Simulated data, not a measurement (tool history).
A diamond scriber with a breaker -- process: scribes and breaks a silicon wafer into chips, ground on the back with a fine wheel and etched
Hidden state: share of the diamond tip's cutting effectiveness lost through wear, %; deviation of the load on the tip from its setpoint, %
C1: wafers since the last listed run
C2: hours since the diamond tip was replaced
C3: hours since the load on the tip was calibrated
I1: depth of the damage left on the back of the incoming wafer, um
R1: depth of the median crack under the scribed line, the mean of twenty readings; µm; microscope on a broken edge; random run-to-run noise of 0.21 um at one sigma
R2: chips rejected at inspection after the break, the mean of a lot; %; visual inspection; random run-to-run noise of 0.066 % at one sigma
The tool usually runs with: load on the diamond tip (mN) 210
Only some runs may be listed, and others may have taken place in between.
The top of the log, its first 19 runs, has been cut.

{"run": 20, "day": 21.938, "load on the diamond tip (mN)": 186, "C1": 55, "C2": 88.3, "C3": 825.2, "I1": 0.36, "R1": 9.57, "R2": 12.56}
{"run": 21, "day": 23.108, "load on the diamond tip (mN)": 186, "C1": 78, "C2": 116.4, "C3": 853.3, "I1": 0.61, "R1": 9.35, "R2": 13.45}
{"day": 23.25, "done": "load on the tip recalibrated"}
{"run": 22, "day": 24.279, "load on the diamond tip (mN)": 210, "C1": 73, "C2": 144.5, "C3": 24.7, "I1": 0.34, "R1": 9.75, "R2": 9.15}
{"run": 23, "day": 25.412, "load on the diamond tip (mN)": 243, "C1": 76, "C2": 171.7, "C3": 51.9, "I1": 0.61, "R1": 10.83, "R2": 5.59}
{"run": 24, "day": 26.442, "load on the diamond tip (mN)": 242, "C1": 69, "C2": 196.4, "C3": 76.6, "I1": 0.61, "R1": 10.64, "R2": 5.78}
{"run": 25, "day": 27.521, "load on the diamond tip (mN)": 247, "C1": 72, "C2": 222.3, "C3": 102.5, "I1": 0.61, "R1": 10.78, "R2": 5.86}
{"day": 28.021, "done": "diamond tip replaced by a new one, repeated, since the last time left the tool worse"}
{"run": 26, "day": 28.633, "load on the diamond tip (mN)": 240, "C1": 69, "C2": 14.7, "C3": 129.2, "I1": 0.71, "R1": 13.73, "R2": 2.43}
{"run": 27, "day": 29.6, "load on the diamond tip (mN)": 191, "C1": 65, "C2": 37.9, "C3": 152.4, "I1": 0.35, "R1": 11.95, "R2": 2.5}
{"run": 28, "day": 32.2, "load on the diamond tip (mN)": 263, "C1": 174, "C2": 100.3, "C3": 214.8, "I1": 0.7, "R1": 13.81, "R2": 2.94}
{"run": 29, "day": 32.983, "load on the diamond tip (mN)": 236, "C1": 52, "C2": 119.1, "C3": 233.6, "I1": 0.33, "R1": 13.22, "R2": 1.79}
{"run": 30, "day": 36.279, "load on the diamond tip (mN)": 166, "C1": 221, "C2": 198.2, "C3": 312.7, "I1": 0.78, "R1": 10.38, "R2": 6.22}
{"run": 31, "day": 37.321, "load on the diamond tip (mN)": 235, "C1": 70, "C2": 223.2, "C3": 337.7, "I1": 0.5, "R1": 12.41, "R2": 1.83}
{"run": 32, "day": 38.017, "load on the diamond tip (mN)": 235, "C1": 46, "C2": 239.9, "C3": 354.4, "I1": 0.69, "R1": 12.87, "R2": 1.84}
{"run": 33, "day": 38.525, "load on the diamond tip (mN)": 210, "C1": 34, "C2": 252.1, "C3": 366.6, "I1": 0.71, "R1": 11.73, "R2": 2.67}
{"run": 34, "day": 39.554, "load on the diamond tip (mN)": 150, "C1": 69, "C2": 276.8, "C3": 391.3, "I1": 0.34, "R1": 9.83, "R2": 10.49}

Predict the results of run 35:
{"run": 35, "day": 40.442, "load on the diamond tip (mN)": 148, "C1": 59, "C2": 298.1, "C3": 412.6, "I1": 0.56, "R1": "?", "R2": "?"}

{"run 35": {"R1": 9.71, "R2": 10.86}}
Minus the tool's unlogged condition, the same run would have read R1 10.47 µm, R2 6.58 %.
